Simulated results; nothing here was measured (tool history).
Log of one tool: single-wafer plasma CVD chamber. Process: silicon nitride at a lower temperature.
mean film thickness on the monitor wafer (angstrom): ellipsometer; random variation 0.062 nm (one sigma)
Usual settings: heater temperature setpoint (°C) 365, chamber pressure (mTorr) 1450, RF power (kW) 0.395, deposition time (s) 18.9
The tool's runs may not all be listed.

run      day  heater temperature setpoint (°C)  chamber pressure (mTorr)  RF power (kW)  deposition time (s)  wafers since the last listed run  hours since the last thermocouple change  hours since the last RF generator calibration  hours since the last manometer calibration  hours since the showerhead was replaced  hours since the gauge calibration  read-back reference wafer on the same gauge, thickness_nm  mean film thickness on the monitor wafer (angstrom)
  1        0                               365                      1450          0.395                 18.9                                 0                                     942.7                                          680.2                                       948.8                                   3149.4                             1044.3                                                     21.398                                               252.62
  2    1.554                               365                      1450          0.395                 18.9                              1418                                       980                                          717.5                                       986.1                                   3186.7                             1081.6                                                     21.387                                               251.95
  3    4.896                               365                      1450          0.395                 18.9                              3049                                    1060.2                                          797.7                                      1066.3                                   3266.9                             1161.8                                                     21.387                                               253.72
  4    8.533                               362                      1450          0.395                 18.9                              3319                                    1147.5                                            885                                      1153.6                                   3354.2                             1249.1                                                     21.393                                               252.84
  5   12.392                               362                      1450          0.395                 18.9                              3520                                    1240.1                                          977.6                                      1246.2                                   3446.8                             1341.7                                                     21.386                                               251.88
  6   16.708                               362                      1450          0.395                 18.9                              3938                                    1343.7                                         1081.2                                      1349.8                                   3550.4                             1445.3                                                     21.403                                               251.96
  7   18.838                               365                      1450          0.395                 18.9                              1942                                    1394.8                                         1132.3                                      1400.9                                   3601.5                             1496.4                                                      21.39                                               251.46
  8   21.575                               365                      1560          0.395                 18.9                              2497                                    1460.5                                           1198                                      1466.6                                   3667.2                             1562.1                                                     21.393                                               258.34
  9   26.054                               365                      1450          0.395                 18.9                              4087                                      1568                                         1305.5                                      1574.1                                   3774.7                             1669.6                                                     21.404                                               252.14
 10   38.571                               365                      1560          0.395                 18.9                             11420                                    1868.4                                         1605.9                                      1874.5                                   4075.1                               1970                                                     21.402                                               259.16
      43.675  -- RF generator calibrated
      47.412  -- showerhead replaced
 11   47.542                               365                      1450          0.395                 18.9                              7577                                    2083.7                                           92.8                                      2089.8                                      3.1                             2185.3                                                     21.378                                               252.23
      49.225  -- gauge calibrated
      51.479  -- capacitance manometer re-zeroed and calibrated
 12     51.5                               379                      1450           0.42                 18.9                              3307                                    2178.7                                          187.8                                         0.5                                     98.1                               54.6                                                     21.401                                               260.45
 13   54.421                               365                      1560          0.395                 18.9                              2665                                    2248.8                                          257.9                                        70.6                                    168.2                              124.7                                                     21.397                                               257.88
 14   57.246                               350                      1740           0.33                 21.2                              2577                                    2316.6                                          325.7                                       138.4                                      236                              192.5                                                     21.393                                               269.95
      60.992  -- thermocouple changed; heater temperature recalibrated
 15    61.35                               365                      1450          0.365                 22.1                              3440                                       8.6                                          424.2                                       236.9                                    334.5                                291                                                     21.389                                               281.02
 16   64.321                               357                      1450          0.395                 18.9                              2710                                      79.9                                          495.5                                       308.2                                    405.8                              362.3                                                     21.382                                                  254
 17   68.675                               365                      1450          0.395                 18.9                              3972                                     184.4                                            600                                       412.7                                    510.3                              466.8                                                     21.402                                               252.26
 18   70.204                               361                      1580          0.395                 17.8                              1395                                     221.1                                          636.7                                       449.4                                      547                              503.5                                                     21.389                                               245.26
 19   73.454                               365                      1450          0.395                 20.8                              2965                                     299.1                                          714.7                                       527.4                                      625                              581.5                                                     21.391                                               277.12
 20   75.604                               377                      1640          0.395                 21.3                              1961                                     350.7                                          766.3                                         579                                    676.6                              633.1                                                     21.392                                               294.13
 21   84.138                               365                      1450          0.395                 18.9                              7786                                     555.5                                          971.1                                       783.8                                    881.4                              837.9                                                       21.4                                               252.41
 22   86.892                               365                      1450          0.395                 21.8                              2513                                     621.6                                         1037.2                                       849.9                                    947.5                                904                                                     21.401                                               290.75
 23   90.688                               365                      1450          0.395                 18.9                              3463                                     712.7                                         1128.3                                         941                                   1038.6                              995.1                                                     21.392                                               252.27
 24   94.821                               372                      1130          0.465                 20.4                              3771                                     811.9                                         1227.5                                      1040.2                                   1137.8                             1094.3                                                     21.382                                               274.64
 25   96.583                               377                      1450          0.395                 18.9                              1608                                     854.2                                         1269.8                                      1082.5                                   1180.1                             1136.6                                                     21.405                                               252.13
 26  100.254                               372                      1140          0.425                 20.9                              3349                                     942.3                                         1357.9                                      1170.6                                   1268.2                             1224.7                                                     21.388                                               265.59

Run 27 comes next. What will it give?
 27  104.017                               358                      1120           0.44                   17                              3433                                    1032.6                                         1448.2                                      1260.9                                   1358.5                               1315                                                          ?                                                    ?

{"run 27": {"read-back reference wafer on the same gauge, thickness_nm": 21.409, "mean film thickness on the monitor wafer (angstrom)": 221.94}}
Without the tool's hidden state the same run would have given mean film thickness on the monitor wafer (angstrom) 221.94.
